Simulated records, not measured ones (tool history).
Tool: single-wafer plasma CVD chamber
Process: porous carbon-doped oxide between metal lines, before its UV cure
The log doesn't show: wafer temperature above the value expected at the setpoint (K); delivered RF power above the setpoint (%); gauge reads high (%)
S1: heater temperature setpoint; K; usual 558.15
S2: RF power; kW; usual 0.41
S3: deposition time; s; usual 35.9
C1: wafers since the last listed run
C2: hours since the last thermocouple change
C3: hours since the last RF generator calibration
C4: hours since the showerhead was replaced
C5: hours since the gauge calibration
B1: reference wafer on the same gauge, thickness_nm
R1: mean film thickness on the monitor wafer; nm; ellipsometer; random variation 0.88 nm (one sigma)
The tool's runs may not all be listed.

run    hour      S1     S2    S3    C1      C2      C3      C4      C5       B1       R1
  1       0  562.15  0.475  35.9     0   306.6     480  2266.2  1071.7  175.015   182.35
  2   106.3  549.15   0.41  35.9  2107   412.9   586.3  2372.5    1178  175.001  175.599
  3   161.7  558.15   0.41  35.9  1098   468.3   641.7  2427.9  1233.4  174.998  166.074
  4   223.4  558.15   0.41  35.9  1223     530   703.4  2489.6  1295.1  175.184  165.366
  5   317.2  558.15   0.41  32.7  1859   623.8   797.2  2583.4  1388.9  175.078  150.914
  6   410.3  558.15   0.35  40.5  1845   716.9   890.3  2676.5    1482  175.069  162.803
  7   450.7  558.15   0.35  40.5   800   757.3   930.7  2716.9  1522.4  175.122  162.354
  8   486.8  558.15   0.44  35.9   715   793.4   966.8    2753  1558.5  174.961  172.154
  9     574  558.15   0.44  35.9  1728   880.6    1054  2840.2  1645.7  175.093  170.457
      646.4  -- RF generator calibrated
 10     670  558.15   0.44  35.9  1744   976.6    23.6  2936.2  1741.7   174.83  177.192
 11   729.2  558.15   0.41  35.9  1173  1035.8    82.8  2995.4  1800.9  174.923  167.275
      739.5  -- showerhead replaced
 12   790.3  558.15   0.41  35.9  1052  1096.9   143.9    50.8    1862  174.995  164.284
 13   836.7  558.15   0.41  35.9   919  1143.3   190.3    97.2  1908.4  175.075  162.358
      882.2  -- gauge calibrated
 14   919.9  558.15   0.41  35.9  1649  1226.5   273.5   180.4    37.7  175.077  161.948
 15  1015.6  569.15   0.41  41.2  1896  1322.2   369.2   276.1   133.4  174.935  171.808
     1081.2  -- thermocouple changed; heater temperature recalibrated
 16  1122.3  558.15   0.41  35.9  1956    41.1   475.9   382.8   240.1    175.1  166.404
 17  1302.8  558.15   0.41  35.9  3577   221.6   656.4   563.3   420.6  174.936  167.513
 18  1356.7  547.15  0.365  40.9  1068   275.5   710.3   617.2   474.5  174.986  187.543
 19  1442.1  558.15  0.475  31.5  1692   360.9   795.7   702.6   559.9  174.806  163.824
 20  1502.5  558.15   0.41  35.9  1197   421.3   856.1     763   620.3   174.99  164.831
 21  1780.5  558.15   0.41  35.9  5510   699.3  1134.1    1041   898.3  174.882  164.204
     1811.9  -- RF generator calibrated
 22  1859.6  549.15   0.48  33.6  1409   778.4    47.7  1120.1   977.4  175.057  190.045
 23  1926.7  562.15  0.365  41.7  1330   845.5   114.8  1187.2  1044.5  175.112  173.254
 24  2008.2  558.15  0.445  31.1  1615     927   196.3  1268.7    1126   175.17  151.964
 25  2086.1  558.15   0.41  35.9  1544  1004.9   274.2  1346.6  1203.9  175.083  164.727
 26  2143.4  558.15  0.365  35.9  1135  1062.2   331.5  1403.9  1261.2  175.004  150.475
 27  2190.1  551.15   0.41  35.9   925  1108.9   378.2  1450.6  1307.9  174.869  172.717
 28    2236  558.15   0.41  35.9   909  1154.8   424.1  1496.5  1353.8  175.063  162.282
 29  2374.8  567.15  0.475  35.9  2751  1293.6   562.9  1635.3  1492.6  174.889  168.214
       2396  -- thermocouple changed; heater temperature recalibrated
 30  2459.7  569.15   0.45  39.9  1524    63.7   647.8  1720.2  1577.5  175.015  182.447
 31  2506.3  550.15   0.44  35.9   923   110.3   694.4  1766.8  1624.1  175.135  184.495
 32  2599.1  558.15   0.41  35.9  1839   203.1   787.2  1859.6  1716.9  174.903  165.467
 33  2666.7  558.15   0.41  35.9  1339   270.7   854.8  1927.2  1784.5  174.874  164.617

5 ways to go on from here, each from the tool as it stands after run 33. What would each give?
  A  2667.1  558.15   0.41  35.9   7  271.1  855.2  1927.6  1784.9   ?   ?
  B  2667.1  558.15   0.44  38.1   7  271.1  855.2  1927.6  1784.9   ?   ?
  C  2667.1  544.15   0.41  31.4   7  271.1  855.2  1927.6  1784.9   ?   ?
  D  2667.1  565.15  0.455  35.9   7  271.1  855.2  1927.6  1784.9   ?   ?
  E  2667.1  558.15   0.41  42.8   7  271.1  855.2  1927.6  1784.9   ?   ?

run       B1       R1
  A  175.155  162.283
  B  175.155  181.217
  C  175.155  157.859
  D  175.155  167.055
  E  175.155   192.62
Without the tool's hidden state the same runs would have given:
run       R1
  A  169.593
  B  189.379
  C  164.981
  D   174.57
  E  201.296
